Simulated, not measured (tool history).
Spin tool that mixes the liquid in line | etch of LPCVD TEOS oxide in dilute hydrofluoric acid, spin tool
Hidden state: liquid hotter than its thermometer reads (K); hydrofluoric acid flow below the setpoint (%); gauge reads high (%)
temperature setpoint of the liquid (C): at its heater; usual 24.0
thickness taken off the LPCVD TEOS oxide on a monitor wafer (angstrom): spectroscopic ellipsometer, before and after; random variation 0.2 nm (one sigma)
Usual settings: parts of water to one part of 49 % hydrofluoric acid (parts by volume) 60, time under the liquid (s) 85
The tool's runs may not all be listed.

| run | hour | temperature setpoint of the liquid (C) | parts of water to one part of 49 % hydrofluoric acid (parts by volume) | time under the liquid (s) | wafers since the last listed run | hours since the thermometer was replaced | hours since the hydrofluoric acid flow meter was replaced | hours since the gauge calibration | read-back film thickness of the LPCVD TEOS oxide reference wafer, read on the same gauge (nm) | thickness taken off the LPCVD TEOS oxide on a monitor wafer (angstrom) |
|---|---|---|---|---|---|---|---|---|---|---|
| 1 | 0.0 | 24.0 | 60 | 85 | 0 | 572.2 | 1049.3 | 2060.9 | 80.01 | 537.8 |
| 2 | 69.7 | 25.0 | 60 | 85 | 604 | 641.9 | 1119.0 | 2130.6 | 79.93 | 558.0 |
| 3 | 99.3 | 25.0 | 60 | 85 | 256 | 671.5 | 1148.6 | 2160.2 | 79.97 | 555.6 |
| 4 | 145.2 | 24.0 | 60 | 85 | 398 | 717.4 | 1194.5 | 2206.1 | 80.00 | 536.1 |
| 5 | 192.3 | 24.0 | 60 | 85 | 408 | 764.5 | 1241.6 | 2253.2 | 80.04 | 537.7 |
|  | 238.3 | gauge calibrated |
| 6 | 248.2 | 24.0 | 60 | 85 | 484 | 820.4 | 1297.5 | 9.9 | 79.97 | 533.1 |
| 7 | 301.6 | 24.0 | 60 | 85 | 463 | 873.8 | 1350.9 | 63.3 | 80.01 | 534.4 |
| 8 | 363.6 | 24.0 | 60 | 85 | 537 | 935.8 | 1412.9 | 125.3 | 79.95 | 532.8 |
| 9 | 425.5 | 24.0 | 60 | 85 | 536 | 997.7 | 1474.8 | 187.2 | 79.97 | 535.9 |
| 10 | 473.3 | 24.0 | 60 | 85 | 414 | 1045.5 | 1522.6 | 235.0 | 79.93 | 534.2 |
| 11 | 524.7 | 24.0 | 60 | 85 | 445 | 1096.9 | 1574.0 | 286.4 | 80.02 | 533.0 |
|  | 596.1 | hydrofluoric acid flow meter replaced |
| 12 | 596.5 | 24.0 | 70 | 85 | 613 | 1168.7 | 0.4 | 358.2 | 79.99 | 467.8 |
| 13 | 644.2 | 20.5 | 40 | 85 | 413 | 1216.4 | 48.1 | 405.9 | 80.01 | 739.3 |
| 14 | 714.6 | 24.0 | 60 | 85 | 610 | 1286.8 | 118.5 | 476.3 | 80.00 | 552.6 |
| 15 | 781.7 | 26.0 | 80 | 85 | 581 | 1353.9 | 185.6 | 543.4 | 79.99 | 436.7 |
| 16 | 816.8 | 22.0 | 85 | 110 | 304 | 1389.0 | 220.7 | 578.5 | 80.06 | 448.7 |
| 17 | 860.7 | 24.0 | 60 | 120 | 380 | 1432.9 | 264.6 | 622.4 | 79.98 | 772.0 |
| 18 | 917.5 | 25.5 | 85 | 110 | 492 | 1489.7 | 321.4 | 679.2 | 79.95 | 517.5 |
| 19 | 954.2 | 26.5 | 50 | 120 | 318 | 1526.4 | 358.1 | 715.9 | 80.04 | 1045.1 |
| 20 | 1022.1 | 24.0 | 60 | 85 | 588 | 1594.3 | 426.0 | 783.8 | 80.03 | 549.3 |
| 21 | 1089.3 | 20.0 | 60 | 65 | 582 | 1661.5 | 493.2 | 851.0 | 79.99 | 359.6 |
| 22 | 1151.0 | 24.0 | 60 | 85 | 535 | 1723.2 | 554.9 | 912.7 | 80.02 | 550.2 |
|  | 1180.5 | thermometer replaced |
| 23 | 1217.7 | 20.0 | 60 | 85 | 569 | 37.2 | 621.6 | 979.4 | 79.96 | 453.3 |
| 24 | 1310.0 | 28.0 | 70 | 85 | 800 | 129.5 | 713.9 | 1071.7 | 80.07 | 530.6 |
| 25 | 1357.6 | 24.0 | 60 | 85 | 412 | 177.1 | 761.5 | 1119.3 | 79.99 | 534.0 |
| 26 | 1403.7 | 28.5 | 85 | 40 | 399 | 223.2 | 807.6 | 1165.4 | 80.05 | 204.5 |
| 27 | 1450.5 | 28.5 | 80 | 60 | 405 | 270.0 | 854.4 | 1212.2 | 79.97 | 328.3 |
| 28 | 1506.9 | 22.0 | 80 | 40 | 489 | 326.4 | 910.8 | 1268.6 | 80.02 | 169.3 |
| 29 | 1543.6 | 22.0 | 40 | 125 | 318 | 363.1 | 947.5 | 1305.3 | 79.97 | 1109.7 |
| 30 | 1591.5 | 24.0 | 60 | 120 | 415 | 411.0 | 995.4 | 1353.2 | 80.06 | 751.9 |
| 31 | 1651.7 | 22.5 | 60 | 85 | 522 | 471.2 | 1055.6 | 1413.4 | 79.98 | 503.3 |
| 32 | 1721.7 | 27.5 | 45 | 85 | 607 | 541.2 | 1125.6 | 1483.4 | 80.03 | 841.2 |
| 33 | 1840.5 | 22.0 | 45 | 110 | 1030 | 660.0 | 1244.4 | 1602.2 | 80.03 | 857.4 |

Hidden state or all else? Some run-to-run changes of thickness taken off the LPCVD TEOS oxide on a monitor wafer (angstrom), split into what the settings, what came in and random variation would give without the hidden state, and what is left for the hidden state (with any gauge scatter that isn't in both results):
Run 11 -> 12: parts of water to one part of 49 % hydrofluoric acid (parts by volume) 60 -> 70, hydrofluoric acid flow meter replaced. thickness taken off the LPCVD TEOS oxide on a monitor wafer (angstrom) -65.2: hidden state +20.3, all else -85.5.
Run 18 -> 19: temperature setpoint of the liquid (C) 25.5 -> 26.5, parts of water to one part of 49 % hydrofluoric acid (parts by volume) 85 -> 50, time under the liquid (s) 110 -> 120. thickness taken off the LPCVD TEOS oxide on a monitor wafer (angstrom) +527.6: hidden state +1.2, all else +526.4.
Run 19 -> 20: temperature setpoint of the liquid (C) 26.5 -> 24.0, parts of water to one part of 49 % hydrofluoric acid (parts by volume) 50 -> 60, time under the liquid (s) 120 -> 85. thickness taken off the LPCVD TEOS oxide on a monitor wafer (angstrom) -495.8: hidden state -1.3, all else -494.5.
Run 28 -> 29: parts of water to one part of 49 % hydrofluoric acid (parts by volume) 80 -> 40, time under the liquid (s) 40 -> 125. thickness taken off the LPCVD TEOS oxide on a monitor wafer (angstrom) +940.4: hidden state -27.1, all else +967.5.
Run 31 -> 32: temperature setpoint of the liquid (C) 22.5 -> 27.5, parts of water to one part of 49 % hydrofluoric acid (parts by volume) 60 -> 45. thickness taken off the LPCVD TEOS oxide on a monitor wafer (angstrom) +337.9: hidden state -11.3, all else +349.2.
